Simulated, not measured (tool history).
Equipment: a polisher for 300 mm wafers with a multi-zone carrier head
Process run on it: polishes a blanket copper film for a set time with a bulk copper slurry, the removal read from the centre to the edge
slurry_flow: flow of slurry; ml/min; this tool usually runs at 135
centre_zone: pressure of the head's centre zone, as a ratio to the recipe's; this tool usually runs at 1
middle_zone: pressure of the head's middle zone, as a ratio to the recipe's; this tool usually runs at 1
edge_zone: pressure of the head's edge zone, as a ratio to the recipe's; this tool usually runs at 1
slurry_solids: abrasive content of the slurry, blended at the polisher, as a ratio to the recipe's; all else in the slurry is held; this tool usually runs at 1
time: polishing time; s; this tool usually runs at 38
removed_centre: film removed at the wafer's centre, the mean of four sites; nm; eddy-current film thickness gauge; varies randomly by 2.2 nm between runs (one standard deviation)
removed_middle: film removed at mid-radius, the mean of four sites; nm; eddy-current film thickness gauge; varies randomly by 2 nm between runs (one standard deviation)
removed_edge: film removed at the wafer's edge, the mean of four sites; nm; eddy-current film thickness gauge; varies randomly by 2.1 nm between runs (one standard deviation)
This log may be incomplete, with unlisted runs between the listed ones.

run     day  slurry_flow  centre_zone  middle_zone  edge_zone  slurry_solids  time  wafers since the last listed run  wafers polished on this pad  hours since the slurry nozzle was cleaned  hours since the centre zone pressure was calibrated  hours since the edge zone pressure was calibrated  hours since the carrier head's membrane was replaced  incoming thickness of the incoming film, nm  removed_centre  removed_middle  removed_edge
  1       0          135            1            1          1              1    42                                 0                         1818                                      397.6                                                 92.2                                              582.8                                                   382                                       1868.5             206           208.7         210.2
  2   1.092          135            1            1          1              1    38                               422                         2240                                      423.8                                                118.4                                                609                                                 408.2                                       1855.3           183.1           183.6         191.6
      1.792  -- slurry nozzle cleaned
  3   2.062          135            1            1          1              1    34                               359                         2600                                        6.5                                                141.7                                              632.3                                                 431.5                                       1859.9           164.7             162         170.5
  4   3.442          120            1            1          1           1.25    34                               533                         3134                                       39.6                                                174.8                                              665.4                                                 464.6                                       1861.2           162.2           165.1         168.8
      3.621  -- worn pad replaced by a new one
  5   4.133          135            1         1.09          1              1    38                               202                          197                                       56.2                                                191.4                                                682                                                 481.2                                       1876.4           190.4           201.1         199.5
      4.217  -- edge zone pressure recalibrated
  6   5.517          135         0.89            1       0.91              1    34                               503                          701                                       89.4                                                224.6                                               31.2                                                 514.4                                       1895.2           148.5           167.8         170.2
  7   6.667          135            1            1          1              1    38                               445                         1146                                        117                                                252.2                                               58.8                                                   542                                       1864.9           189.1           186.6         198.3
       7.85  -- carrier head's membrane replaced by a new one
  8   7.871          165            1         1.07          1              1    29                               385                         1532                                      145.9                                                281.1                                               87.7                                                   0.5                                       1861.8           149.2           153.3         152.2
  9   8.888          155            1            1          1              1    46                               393                         1925                                      170.3                                                305.5                                              112.1                                                  24.9                                       1887.6           235.5           232.7         241.5
      9.846  -- centre zone pressure recalibrated
 10  10.246          135            1            1          1              1    38                               493                         2419                                      202.9                                                  9.6                                              144.7                                                  57.5                                       1895.4           181.8           179.5         187.6
     11.179  -- worn pad replaced by a new one
 11  12.325          165          1.1            1          1           0.85    38                               740                          443                                      252.8                                                 59.5                                              194.6                                                 107.4                                         1879           214.1           194.7         200.5
 12  13.088          170            1          0.9       1.03            1.2    38                               295                          738                                      271.1                                                 77.8                                              212.9                                                 125.7                                       1864.2           207.1           190.9         217.3
 13  14.583          135          1.1         0.89        0.9           1.15    38                               579                         1317                                        307                                                113.7                                              248.8                                                 161.6                                       1847.7           214.7           179.7         189.1
 14  17.354          135            1            1          1           1.15    38                              1072                         2389                                      373.5                                                180.2                                              315.3                                                 228.1                                       1857.4           187.6           189.2         194.3
 15  17.867          135            1            1          1              1    50                               198                         2588                                      385.8                                                192.5                                              327.6                                                 240.4                                       1889.1           242.7           238.2         250.7
 16  18.433          135            1            1          1            1.3    38                               219                         2807                                      399.4                                                206.1                                              341.2                                                   254                                       1903.3           192.1           192.9         198.3
     18.925  -- worn pad replaced by a new one
 17  19.517          135            1            1          1              1    25                               354                          228                                      425.4                                                232.1                                              367.2                                                   280                                       1876.2           127.5           128.6           130
     19.633  -- slurry nozzle cleaned
 18  22.142          135            1            1       1.12              1    38                               999                         1228                                       60.2                                                295.1                                              430.2                                                   343                                       1879.9           187.7           186.7           206
 19  23.092          135            1         1.04          1           1.15    38                               367                         1596                                         83                                                317.9                                                453                                                 365.8                                       1836.5           193.2           196.7         196.7
     24.575  -- centre zone pressure recalibrated
 20  26.792          135            1            1          1           0.75    29                              1399                         2996                                      171.8                                                 53.2                                              541.8                                                 454.6                                       1895.1             132           131.9         140.3

Branching from run 20: 5 alternative next runs. What would each branch give?
  A  26.808          135            1            1          1              1    38                                 6                         3002                                      172.2                                                 53.6                                              542.2                                                   455                                       1880.7               ?               ?             ?
  B  26.808          135            1            1       1.09              1    38                                 6                         3002                                      172.2                                                 53.6                                              542.2                                                   455                                       1880.7               ?               ?             ?
  C  26.808          135            1         1.07       1.11           1.15    38                                 6                         3002                                      172.2                                                 53.6                                              542.2                                                   455                                       1880.7               ?               ?             ?
  D  26.808          135         0.96         0.95          1              1    38                                 6                         3002                                      172.2                                                 53.6                                              542.2                                                   455                                       1880.7               ?               ?             ?
  E  26.808          135            1            1          1              1    31                                 6                         3002                                      172.2                                                 53.6                                              542.2                                                   455                                       1880.7               ?               ?             ?

run  removed_centre  removed_middle  removed_edge
  A             185           181.1           190
  B             185           181.1         198.2
  C           189.4           192.3         204.6
  D           177.5           176.3         190.1
  E           150.9           147.8           155
Take away the tool's hidden state, keep each run's random variation, and the runs would have read:
run  removed_centre  removed_middle  removed_edge
  A           197.6           193.5         202.9
  B           197.6           193.5         211.8
  C           202.3           205.4         218.5
  D           189.6           188.3           203
  E           161.2           157.8         165.6
